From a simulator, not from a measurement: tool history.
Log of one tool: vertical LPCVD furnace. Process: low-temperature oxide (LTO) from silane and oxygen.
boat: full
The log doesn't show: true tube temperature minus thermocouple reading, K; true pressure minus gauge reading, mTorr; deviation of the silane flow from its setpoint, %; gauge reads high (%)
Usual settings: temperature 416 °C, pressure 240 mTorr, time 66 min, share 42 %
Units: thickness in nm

| run | hour | temperature | pressure | time | share | wafers since the last listed run | hours since the last temperature calibration | hours since the pressure gauge was zeroed | hours since the silane flow controller was replaced | hours since the gauge calibration | read-back reference wafer on the same gauge, thickness | thickness |
|---|---|---|---|---|---|---|---|---|---|---|---|---|
| 1 | 0 | 416 | 240 | 66 | 42 | 0 | 3129.9 | 3530.2 | 5198.2 | 632.1 | 722.96 | 805.85 |
| 2 | 52.6 | 416 | 240 | 66 | 42 | 866 | 3182.5 | 3582.8 | 5250.8 | 684.7 | 723.45 | 800.17 |
| 3 | 112 | 416 | 240 | 66 | 42 | 978 | 3241.9 | 3642.2 | 5310.2 | 744.1 | 723.83 | 797.51 |
| 4 | 152.8 | 416 | 240 | 66 | 42 | 672 | 3282.7 | 3683 | 5351 | 784.9 | 722.79 | 804.32 |
| 5 | 214.6 | 416 | 240 | 66 | 42 | 1018 | 3344.5 | 3744.8 | 5412.8 | 846.7 | 722.42 | 802 |
| 6 | 252 | 416 | 240 | 66 | 42 | 616 | 3381.9 | 3782.2 | 5450.2 | 884.1 | 723.48 | 802.25 |
| 7 | 277.5 | 416 | 200 | 66 | 42 | 420 | 3407.4 | 3807.7 | 5475.7 | 909.6 | 722.69 | 671.49 |
| 8 | 335.2 | 416 | 200 | 66 | 42 | 950 | 3465.1 | 3865.4 | 5533.4 | 967.3 | 723.77 | 669.9 |
| 9 | 373.1 | 416 | 200 | 66 | 42 | 624 | 3503 | 3903.3 | 5571.3 | 1005.2 | 722.64 | 669.93 |
| 10 | 441.9 | 416 | 240 | 66 | 42 | 1133 | 3571.8 | 3972.1 | 5640.1 | 1074 | 722.54 | 806.75 |
| 11 | 474.8 | 416 | 240 | 66 | 42 | 542 | 3604.7 | 4005 | 5673 | 1106.9 | 722.47 | 802.78 |
|  | 487.5 | gauge calibrated |
| 12 | 522 | 416 | 240 | 66 | 42 | 777 | 3651.9 | 4052.2 | 5720.2 | 34.5 | 722.94 | 805.22 |
| 13 | 560.3 | 411 | 240 | 66 | 42 | 630 | 3690.2 | 4090.5 | 5758.5 | 72.8 | 723.98 | 765.8 |
| 14 | 618.1 | 411 | 240 | 66 | 42 | 952 | 3748 | 4148.3 | 5816.3 | 130.6 | 723.07 | 770.75 |
| 15 | 659.5 | 416 | 240 | 66 | 42 | 682 | 3789.4 | 4189.7 | 5857.7 | 172 | 722.31 | 807.21 |
| 16 | 727.6 | 416 | 240 | 66 | 42 | 1121 | 3857.5 | 4257.8 | 5925.8 | 240.1 | 723.03 | 810.59 |
| 17 | 756.4 | 407 | 240 | 44.5 | 42 | 474 | 3886.3 | 4286.6 | 5954.6 | 268.9 | 722.92 | 492.25 |
| 18 | 796.9 | 416 | 240 | 66 | 42 | 667 | 3926.8 | 4327.1 | 5995.1 | 309.4 | 723.36 | 808.58 |
|  | 858.2 | thermocouples replaced and temperature profile calibrated |
| 19 | 858.7 | 420 | 285 | 66 | 42 | 622 | 0.5 | 4388.9 | 6056.9 | 371.2 | 722.51 | 1025.25 |
| 20 | 882 | 409 | 275 | 53.5 | 42 | 383 | 23.8 | 4412.2 | 6080.2 | 394.5 | 723.05 | 717.12 |
| 21 | 935.5 | 408 | 240 | 46 | 42 | 881 | 77.3 | 4465.7 | 6133.7 | 448 | 723.35 | 535.1 |
| 22 | 969.2 | 426 | 240 | 41 | 42 | 555 | 111 | 4499.4 | 6167.4 | 481.7 | 723.14 | 569.06 |
| 23 | 1027.5 | 416 | 265 | 66 | 42 | 960 | 169.3 | 4557.7 | 6225.7 | 540 | 722.84 | 919.01 |
|  | 1055.6 | silane flow controller replaced |
|  | 1058.8 | pressure gauge zeroed |
| 24 | 1064.1 | 407 | 240 | 66 | 42 | 153 | 205.9 | 5.3 | 8.5 | 576.6 | 723.35 | 760.67 |
| 25 | 1129.6 | 425 | 260 | 66 | 42 | 1079 | 271.4 | 70.8 | 74 | 642.1 | 722.74 | 980.89 |
|  | 1159.8 | thermocouples replaced and temperature profile calibrated, repeated, since the last time left the tool worse |
| 26 | 1160.3 | 416 | 240 | 73.5 | 38 | 110 | 0.5 | 101.5 | 104.7 | 672.8 | 723.52 | 777.98 |
| 27 | 1195.4 | 427 | 240 | 84 | 42 | 578 | 35.6 | 136.6 | 139.8 | 707.9 | 724.17 | 1122.33 |
| 28 | 1239.7 | 416 | 240 | 66 | 42 | 729 | 79.9 | 180.9 | 184.1 | 752.2 | 723.29 | 787.03 |
| 29 | 1367.4 | 416 | 240 | 41 | 48 | 2103 | 207.6 | 308.6 | 311.8 | 879.9 | 722.43 | 555.43 |
| 30 | 1412 | 416 | 240 | 48.5 | 42 | 734 | 252.2 | 353.2 | 356.4 | 924.5 | 721.44 | 575.69 |

5 ways to go on from here, each from the tool as it stands after run 30. What would each give?
| A | 1416.3 | 416 | 240 | 66 | 39 | 70 | 256.5 | 357.5 | 360.7 | 928.8 | ? | ? |
| B | 1416.3 | 421 | 275 | 51.5 | 39 | 70 | 256.5 | 357.5 | 360.7 | 928.8 | ? | ? |
| C | 1416.3 | 412 | 280 | 53.5 | 37 | 70 | 256.5 | 357.5 | 360.7 | 928.8 | ? | ? |
| D | 1416.3 | 412 | 270 | 48.5 | 49 | 70 | 256.5 | 357.5 | 360.7 | 928.8 | ? | ? |
| E | 1416.3 | 425 | 240 | 66 | 39 | 70 | 256.5 | 357.5 | 360.7 | 928.8 | ? | ? |

| run | read-back reference wafer on the same gauge, thickness | thickness |
|---|---|---|
| A | 722.77 | 730.74 |
| B | 722.77 | 688.01 |
| C | 722.77 | 621.64 |
| D | 722.77 | 730.41 |
| E | 722.77 | 801.42 |
Without the tool's hidden state the same runs would have given:
| run | thickness |
|---|---|
| A | 729.83 |
| B | 687.17 |
| C | 620.84 |
| D | 729.56 |
| E | 800.46 |
